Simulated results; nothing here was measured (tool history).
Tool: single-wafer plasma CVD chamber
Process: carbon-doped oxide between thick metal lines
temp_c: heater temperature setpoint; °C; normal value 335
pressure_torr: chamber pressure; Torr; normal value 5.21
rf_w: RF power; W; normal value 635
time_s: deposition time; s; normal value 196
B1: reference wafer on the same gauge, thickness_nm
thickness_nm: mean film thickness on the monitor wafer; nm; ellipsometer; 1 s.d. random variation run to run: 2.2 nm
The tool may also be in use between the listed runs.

run 1 hour=0 | temp_c=335 pressure_torr=5.21 rf_w=635 time_s=196 | B1=919.928 | thickness_nm=1069.626
run 2 hour=18 | temp_c=335 pressure_torr=5.21 rf_w=635 time_s=196 | B1=919.968 | thickness_nm=1062.28
run 3 hour=38.1 | temp_c=335 pressure_torr=5.21 rf_w=635 time_s=196 | B1=920.02 | thickness_nm=1109.13
run 4 hour=41.2 | temp_c=335 pressure_torr=5.21 rf_w=635 time_s=196 | B1=919.559 | thickness_nm=1111.8
run 5 hour=57.1 | temp_c=335 pressure_torr=5.21 rf_w=635 time_s=196 | B1=919.773 | thickness_nm=1108.185
run 6 hour=66.5 | temp_c=335 pressure_torr=5.21 rf_w=635 time_s=196 | B1=919.837 | thickness_nm=1109.698
run 7 hour=72.7 | temp_c=335 pressure_torr=4.65 rf_w=740 time_s=196 | B1=919.957 | thickness_nm=1159.464
run 8 hour=79.8 | temp_c=335 pressure_torr=4.07 rf_w=585 time_s=196 | B1=919.764 | thickness_nm=1031.093
run 9 hour=89.7 | temp_c=335 pressure_torr=5.21 rf_w=635 time_s=181 | B1=919.788 | thickness_nm=1021.684
run 10 hour=112 | temp_c=345 pressure_torr=5.95 rf_w=520 time_s=224 | B1=920.161 | thickness_nm=1146.202
run 11 hour=112.4 | temp_c=335 pressure_torr=5.21 rf_w=635 time_s=196 | B1=919.895 | thickness_nm=1106.249
run 12 hour=117.9 | temp_c=335 pressure_torr=5.21 rf_w=635 time_s=196 | B1=920.151 | thickness_nm=1103.139
run 13 hour=127 | temp_c=322 pressure_torr=5.21 rf_w=725 time_s=196 | B1=919.736 | thickness_nm=1226.293
run 14 hour=135.4 | temp_c=335 pressure_torr=5.21 rf_w=635 time_s=196 | B1=920.168 | thickness_nm=1103.419
run 15 hour=151.8 | temp_c=326 pressure_torr=6.2 rf_w=635 time_s=231 | B1=919.751 | thickness_nm=1370.767
run 16 hour=160.2 | temp_c=335 pressure_torr=5.21 rf_w=635 time_s=196 | B1=919.969 | thickness_nm=1103.055
run 17 hour=172 | temp_c=335 pressure_torr=4.37 rf_w=690 time_s=196 | B1=920.066 | thickness_nm=1109.986
run 18 hour=187.7 | temp_c=335 pressure_torr=5.78 rf_w=635 time_s=196 | B1=920.211 | thickness_nm=1121.284
run 19 hour=196.7 | temp_c=335 pressure_torr=5.21 rf_w=635 time_s=196 | B1=919.926 | thickness_nm=1102.663
run 20 hour=207.6 | temp_c=335 pressure_torr=5.21 rf_w=635 time_s=196 | B1=920.126 | thickness_nm=1103.153
run 21 hour=220.7 | temp_c=339 pressure_torr=4.37 rf_w=635 time_s=196 | B1=920.284 | thickness_nm=1055.877
run 22 hour=234.9 | temp_c=348 pressure_torr=5.21 rf_w=720 time_s=169 | B1=920.352 | thickness_nm=962.912
run 23 hour=249.7 | temp_c=330 pressure_torr=5.21 rf_w=635 time_s=235 | B1=919.966 | thickness_nm=1343.361
run 24 hour=264.3 | temp_c=322 pressure_torr=6.35 rf_w=635 time_s=206 | B1=919.806 | thickness_nm=1243.86
run 25 hour=270.4 | temp_c=335 pressure_torr=5.21 rf_w=635 time_s=196 | B1=919.712 | thickness_nm=1103.308
run 26 hour=280.1 | temp_c=322 pressure_torr=5.21 rf_w=725 time_s=196 | B1=919.884 | thickness_nm=1214.911
run 27 hour=290.9 | temp_c=335 pressure_torr=5.21 rf_w=635 time_s=196 | B1=919.888 | thickness_nm=1101.915
run 28 hour=304.6 | temp_c=345 pressure_torr=4.01 rf_w=595 time_s=227 | B1=919.922 | thickness_nm=1151.99
run 29 hour=315.3 | temp_c=329 pressure_torr=5.21 rf_w=705 time_s=177 | B1=920.237 | thickness_nm=1058.689

Taken out of this log: 4 entries between the listed runs. Where each belongs, and how the hidden state differs across it:
Run 1 -> run 2: thermocouple changed; heater temperature recalibrated (hour 13.2)
  delivered RF power above the setpoint (%): -10.1 -> -10.3
  the result without the hidden state subtracted from the measured one, thickness_nm: -48.284 -> -48.672 nm
Run 2 -> run 3: gauge calibrated (hour 28.5); RF generator calibrated, repeated, since the last time left the tool worse (hour 37.6)
  delivered RF power above the setpoint (%): -10.3 -> -1.02
  the result without the hidden state subtracted from the measured one, thickness_nm: -48.672 -> -4.799 nm
Run 9 -> run 10: capacitance manometer re-zeroed and calibrated (hour 111.5)
  delivered RF power above the setpoint (%): -1.45 -> -1.63
  the result without the hidden state subtracted from the measured one, thickness_nm: -6.297 -> -8.021 nm
